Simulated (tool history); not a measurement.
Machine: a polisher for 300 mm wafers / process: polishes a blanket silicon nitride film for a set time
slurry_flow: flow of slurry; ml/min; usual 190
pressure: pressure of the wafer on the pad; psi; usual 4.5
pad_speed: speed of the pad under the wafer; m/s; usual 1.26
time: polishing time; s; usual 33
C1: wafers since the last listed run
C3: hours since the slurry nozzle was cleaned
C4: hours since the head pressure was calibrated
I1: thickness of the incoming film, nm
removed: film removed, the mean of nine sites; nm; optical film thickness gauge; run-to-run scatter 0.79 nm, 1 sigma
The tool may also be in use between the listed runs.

Run 1, hour 0.0: usual settings but slurry_flow 225 ml/min; C1 0; wafers polished on this pad 1232; C3 359.8; C4 406.8; I1 497.9. Result: removed 77.9 nm.
Run 2, hour 32.4: usual settings but slurry_flow 225 ml/min; C1 393; wafers polished on this pad 1626; C3 392.2; C4 439.2; I1 500.0. Result: removed 77.6 nm.
At hour 36.9: slurry nozzle cleaned.
At hour 51.8: worn pad replaced by a new one.
Run 3, hour 52.3: usual settings but slurry_flow 225 ml/min; C1 181; wafers polished on this pad 5; C3 15.4; C4 459.1; I1 494.9. Result: removed 82.1 nm.
Run 4, hour 66.6: usual settings; C1 173; wafers polished on this pad 179; C3 29.7; C4 473.4; I1 500.4. Result: removed 79.7 nm.
Run 5, hour 95.2: usual settings; C1 347; wafers polished on this pad 527; C3 58.3; C4 502.0; I1 493.9. Result: removed 78.0 nm.
Run 6, hour 126.1: usual settings; C1 375; wafers polished on this pad 903; C3 89.2; C4 532.9; I1 495.1. Result: removed 78.1 nm.
Run 7, hour 152.7: usual settings but slurry_flow 210 ml/min; C1 323; wafers polished on this pad 1226; C3 115.8; C4 559.5; I1 497.7. Result: removed 78.6 nm.
Run 8, hour 173.4: usual settings but slurry_flow 210 ml/min; C1 251; wafers polished on this pad 1478; C3 136.5; C4 580.2; I1 510.4. Result: removed 79.7 nm.
At hour 204.7: worn pad replaced by a new one.
Run 9, hour 205.2: usual settings but slurry_flow 210 ml/min; C1 338; wafers polished on this pad 6; C3 168.3; C4 612.0; I1 504.2. Result: removed 77.6 nm.
Run 10, hour 239.1: usual settings; C1 412; wafers polished on this pad 418; C3 202.2; C4 645.9; I1 489.3. Result: removed 76.8 nm.
Run 11, hour 270.1: usual settings; C1 376; wafers polished on this pad 795; C3 233.2; C4 676.9; I1 497.4. Result: removed 75.5 nm.
Run 12, hour 290.2: usual settings; C1 244; wafers polished on this pad 1039; C3 253.3; C4 697.0; I1 495.6. Result: removed 76.8 nm.
At hour 337.7: head pressure recalibrated.
At hour 358.5: worn pad replaced by a new one.
Run 13, hour 391.9: usual settings but time 30 s; C1 1163; wafers polished on this pad 406; C3 355.0; C4 54.2; I1 496.2. Result: removed 68.5 nm.
At hour 397.4: slurry nozzle cleaned.
Run 14, hour 406.5: usual settings; C1 165; wafers polished on this pad 571; C3 9.1; C4 68.8; I1 509.8. Result: removed 69.3 nm.
Run 15, hour 438.2: usual settings but pad_speed 1.66 m/s; C1 385; wafers polished on this pad 957; C3 40.8; C4 100.5; I1 494.0. Result: removed 85.7 nm.
Run 16, hour 456.7: usual settings but slurry_flow 170 ml/min, pressure 3.0 psi, pad_speed 1.56 m/s; C1 224; wafers polished on this pad 1182; C3 59.3; C4 119.0; I1 498.5. Result: removed 51.5 nm.
Run 17, hour 469.4: usual settings but slurry_flow 210 ml/min, pressure 5.0 psi, pad_speed 0.92 m/s; C1 154; wafers polished on this pad 1336; C3 72.0; C4 131.7; I1 490.4. Result: removed 59.7 nm.
Run 18, hour 487.7: usual settings but pressure 6.0 psi; C1 222; wafers polished on this pad 1559; C3 90.3; C4 150.0; I1 493.6. Result: removed 89.1 nm.
At hour 494.5: slurry nozzle cleaned, repeated, since the last time left the tool worse.
At hour 506.3: worn pad replaced by a new one.
Run 19, hour 519.0: usual settings but slurry_flow 140 ml/min, pressure 5.8 psi, time 43 s; C1 319; wafers polished on this pad 154; C3 24.5; C4 181.3; I1 508.0. Result: removed 123.3 nm.
Run 20, hour 531.4: usual settings but slurry_flow 215 ml/min; C1 150; wafers polished on this pad 305; C3 36.9; C4 193.7; I1 504.5. Result: removed 77.8 nm.
Run 21, hour 566.4: usual settings but pressure 3.8 psi; C1 425; wafers polished on this pad 730; C3 71.9; C4 228.7; I1 491.2. Result: removed 65.7 nm.
Run 22, hour 597.3: usual settings; C1 375; wafers polished on this pad 1106; C3 102.8; C4 259.6; I1 501.1. Result: removed 78.6 nm.
Run 23, hour 609.5: usual settings; C1 148; wafers polished on this pad 1254; C3 115.0; C4 271.8; I1 499.0. Result: removed 76.9 nm.
At hour 633.7: worn pad replaced by a new one.
Run 24, hour 634.8: usual settings but pad_speed 1.46 m/s; C1 258; wafers polished on this pad 13; C3 140.3; C4 297.1; I1 502.7. Result: removed 86.0 nm.
Run 25, hour 648.2: usual settings but pressure 5.0 psi, pad_speed 0.86 m/s; C1 162; wafers polished on this pad 176; C3 153.7; C4 310.5; I1 502.2. Result: removed 62.6 nm.
Run 26, hour 676.9: usual settings but pressure 5.6 psi, time 44 s; C1 348; wafers polished on this pad 525; C3 182.4; C4 339.2; I1 497.0. Result: removed 125.9 nm.
Run 27, hour 703.7: usual settings but slurry_flow 135 ml/min; C1 325; wafers polished on this pad 851; C3 209.2; C4 366.0; I1 493.7. Result: removed 71.5 nm.

Give the tool's hidden conditions for every run:
removal rate lost through wear of the pad, %: 0 in every run
deviation of the head's pressure from its setpoint, %: 0 in every run
H1: slurry flow missing at the pad, %
run    H1
  1    24
  2    26
  3  1.16
  4  2.07
  5  3.88
  6  5.85
  7  7.54
  8  8.85
  9  10.9
 10    13
 11    15
 12  16.3
 13  22.7
 14  46.4
 15  48.5
 16  49.6
 17  50.4
 18  51.6
 19  3.45
 20  4.24
 21  6.46
 22  8.42
 23   9.2
 24  10.8
 25  11.7
 26  13.5
 27  15.2
